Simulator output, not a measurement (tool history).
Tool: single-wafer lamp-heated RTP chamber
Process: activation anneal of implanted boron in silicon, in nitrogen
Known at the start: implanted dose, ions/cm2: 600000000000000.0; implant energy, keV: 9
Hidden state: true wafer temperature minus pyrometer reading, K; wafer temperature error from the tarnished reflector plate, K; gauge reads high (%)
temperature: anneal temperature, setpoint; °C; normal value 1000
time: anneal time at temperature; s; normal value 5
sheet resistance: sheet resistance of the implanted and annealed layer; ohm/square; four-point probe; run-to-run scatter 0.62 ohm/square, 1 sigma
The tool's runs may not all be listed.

run,hour,temperature,time,wafers since the last listed run,wafers since the last pyrometer calibration,wafers since the reflector plate was cleaned,hours since the gauge calibration,"read-back reference wafer on the same gauge, sheet resistance",sheet resistance
1,0.0,1000,5,0,3897,2912,704.8,260.91,217.22
# hour 64.8: reflector plate cleaned
# hour 149.1: pyrometer window cleaned and pyrometer calibrated
2,205.5,1000,5,2518,749,1764,910.3,261.06,217.73
3,242.9,1000,5,497,1246,2261,947.7,260.87,216.73
4,281.7,1000,5,515,1762,2776,986.5,261.08,216.73
5,340.6,1000,5,782,2545,3559,1045.4,260.90,216.05
# hour 381.2: reflector plate cleaned
6,409.9,1000,5,814,3359,381,1114.7,261.05,215.16
7,479.0,1000,5,918,4278,1300,1183.8,260.84,216.86
# hour 522.2: pyrometer window cleaned and pyrometer calibrated
8,544.6,1000,5,765,297,2065,1249.4,261.11,217.63
9,583.2,1000,5,512,810,2578,1288.0,261.07,218.44
10,681.9,1000,5,1311,2121,3890,1386.7,261.05,215.83
# hour 705.9: reflector plate cleaned
11,720.1,1020,7,401,2523,189,1424.9,261.03,214.09
12,784.0,1020,7,849,3372,1038,1488.8,260.96,214.48
13,867.2,1000,5,1105,4478,2143,1572.0,260.94,216.40
# hour 877.4: gauge calibrated
# hour 900.4: pyrometer window cleaned and pyrometer calibrated
14,969.5,1000,3,1253,918,3397,92.1,261.07,218.70
15,1008.7,1000,5,520,1439,3918,131.3,260.92,217.37
# hour 1039.2: reflector plate cleaned
16,1086.6,1000,5,928,2368,629,209.2,260.98,216.39
17,1151.6,977,7,863,3232,1493,274.2,260.93,223.91
18,1210.6,1000,5,784,4016,2277,333.2,261.01,217.42
19,1256.2,972,4,605,4622,2883,378.8,260.89,229.22
# hour 1277.8: pyrometer window cleaned and pyrometer calibrated
# hour 1321.5: reflector plate cleaned
20,1331.0,1000,4,781,600,125,453.6,260.92,217.29
21,1414.5,1000,7,1109,1710,1235,537.1,260.88,215.22
22,1507.8,975,5,1239,2950,2475,630.4,261.09,227.05
23,1569.2,1000,5,815,3766,3291,691.8,261.05,217.41
# hour 1626.2: reflector plate cleaned
24,1659.5,1024,5,1093,4859,441,782.1,261.05,213.52

For each entry between runs, how does the tool's hidden state at the last listed run before it compare with that at the first listed run after it?
From run 1 to run 2: reflector plate cleaned (hour 64.8); pyrometer window cleaned and pyrometer calibrated (hour 149.1)
  true wafer temperature minus pyrometer reading, K: 12.5 -> 4.4
  what was measured, less what the result would be without the hidden state, sheet resistance: -3.18 -> -1.41 ohm/square
From run 5 to run 6: reflector plate cleaned (hour 381.2)
  true wafer temperature minus pyrometer reading, K: 9.59 -> 10.9
  what was measured, less what the result would be without the hidden state, sheet resistance: -2.64 -> -2.87 ohm/square
From run 7 to run 8: pyrometer window cleaned and pyrometer calibrated (hour 522.2)
  true wafer temperature minus pyrometer reading, K: 11.7 -> 2.48
  what was measured, less what the result would be without the hidden state, sheet resistance: -3.04 -> -0.84 ohm/square
From run 10 to run 11: reflector plate cleaned (hour 705.9)
  true wafer temperature minus pyrometer reading, K: 9.1 -> 10.1
  what was measured, less what the result would be without the hidden state, sheet resistance: -2.53 -> -0.77 ohm/square
From run 13 to run 14: gauge calibrated (hour 877.4); pyrometer window cleaned and pyrometer calibrated (hour 900.4)
  true wafer temperature minus pyrometer reading, K: 12.1 -> 6.39
  what was measured, less what the result would be without the hidden state, sheet resistance: -3.11 -> -2.08 ohm/square
From run 15 to run 16: reflector plate cleaned (hour 1039.2)
  true wafer temperature minus pyrometer reading, K: 8.25 -> 10.7
  what was measured, less what the result would be without the hidden state, sheet resistance: -2.36 -> -2.87 ohm/square
From run 19 to run 20: pyrometer window cleaned and pyrometer calibrated (hour 1277.8); reflector plate cleaned (hour 1321.5)
  true wafer temperature minus pyrometer reading, K: 13.1 -> 5.44
  what was measured, less what the result would be without the hidden state, sheet resistance: -14.22 -> -1.75 ohm/square
From run 23 to run 24: reflector plate cleaned (hour 1626.2)
  true wafer temperature minus pyrometer reading, K: 12.5 -> 13.3
  what was measured, less what the result would be without the hidden state, sheet resistance: -3.19 -> -0.77 ohm/square

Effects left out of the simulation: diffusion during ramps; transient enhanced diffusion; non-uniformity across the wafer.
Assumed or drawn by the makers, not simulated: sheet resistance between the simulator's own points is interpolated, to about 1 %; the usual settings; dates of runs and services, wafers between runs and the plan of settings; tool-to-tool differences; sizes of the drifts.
